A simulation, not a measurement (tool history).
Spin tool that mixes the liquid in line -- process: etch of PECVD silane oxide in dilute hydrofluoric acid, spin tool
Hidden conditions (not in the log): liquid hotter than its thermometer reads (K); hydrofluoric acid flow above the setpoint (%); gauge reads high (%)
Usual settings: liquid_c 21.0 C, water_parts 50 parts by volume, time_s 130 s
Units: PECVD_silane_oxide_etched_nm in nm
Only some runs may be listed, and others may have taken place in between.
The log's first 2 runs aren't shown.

| run | hour | liquid_c | water_parts | time_s | wafers since the last listed run | hours since the thermometer was replaced | hours since the hydrofluoric acid flow meter was replaced | hours since the gauge calibration | read-back film thickness of the PECVD silane oxide reference wafer, read on the same gauge (nm) | PECVD_silane_oxide_etched_nm |
|---|---|---|---|---|---|---|---|---|---|---|
| 3 | 76.3 | 22.0 | 50 | 130 | 450 | 1217.7 | 608.7 | 822.9 | 130.01 | 52.52 |
| 4 | 136.5 | 21.0 | 50 | 130 | 673 | 1277.9 | 668.9 | 883.1 | 129.98 | 50.73 |
| 5 | 184.8 | 21.0 | 50 | 165 | 540 | 1326.2 | 717.2 | 931.4 | 129.97 | 63.97 |
|  | 200.6 | gauge calibrated |
| 6 | 228.0 | 21.0 | 50 | 165 | 483 | 1369.4 | 760.4 | 27.4 | 130.02 | 64.68 |
| 7 | 285.7 | 21.0 | 50 | 165 | 645 | 1427.1 | 818.1 | 85.1 | 130.00 | 64.34 |
| 8 | 357.1 | 21.0 | 50 | 100 | 798 | 1498.5 | 889.5 | 156.5 | 130.01 | 39.04 |
| 9 | 417.0 | 21.0 | 50 | 100 | 670 | 1558.4 | 949.4 | 216.4 | 130.00 | 39.04 |
| 10 | 457.8 | 21.0 | 50 | 100 | 456 | 1599.2 | 990.2 | 257.2 | 130.02 | 39.44 |
| 11 | 512.8 | 21.0 | 50 | 180 | 615 | 1654.2 | 1045.2 | 312.2 | 130.03 | 71.18 |
| 12 | 568.8 | 21.0 | 50 | 130 | 626 | 1710.2 | 1101.2 | 368.2 | 130.01 | 51.98 |
| 13 | 629.7 | 21.0 | 50 | 130 | 681 | 1771.1 | 1162.1 | 429.1 | 130.04 | 51.65 |
| 14 | 667.9 | 21.0 | 50 | 130 | 427 | 1809.3 | 1200.3 | 467.3 | 130.02 | 51.42 |
| 15 | 722.5 | 21.0 | 50 | 130 | 610 | 1863.9 | 1254.9 | 521.9 | 129.96 | 51.66 |
| 16 | 761.8 | 21.0 | 50 | 130 | 439 | 1903.2 | 1294.2 | 561.2 | 130.02 | 51.79 |
| 17 | 791.8 | 23.0 | 70 | 130 | 335 | 1933.2 | 1324.2 | 591.2 | 130.03 | 39.25 |
|  | 808.7 | thermometer replaced |
| 18 | 821.5 | 21.0 | 50 | 130 | 321 | 12.8 | 1353.9 | 620.9 | 130.00 | 47.72 |
| 19 | 879.4 | 24.5 | 50 | 130 | 647 | 70.7 | 1411.8 | 678.8 | 130.01 | 55.40 |
|  | 882.0 | hydrofluoric acid flow meter replaced |
| 20 | 1024.5 | 21.0 | 50 | 130 | 1612 | 215.8 | 142.5 | 823.9 | 130.01 | 47.56 |
| 21 | 1066.4 | 22.0 | 50 | 130 | 468 | 257.7 | 184.4 | 865.8 | 130.01 | 50.49 |

Estimate the outcome of run 22 from the log above:
| 22 | 1112.1 | 21.0 | 30 | 130 | 511 | 303.4 | 230.1 | 911.5 | ? | ? |

Logged for run 22: read-back film thickness of the PECVD silane oxide reference wafer, read on the same gauge (nm) 130.01, PECVD_silane_oxide_etched_nm 83.12 nm.
The same run, on a tool lacking any hidden state, would have yielded PECVD_silane_oxide_etched_nm 81.47 nm.
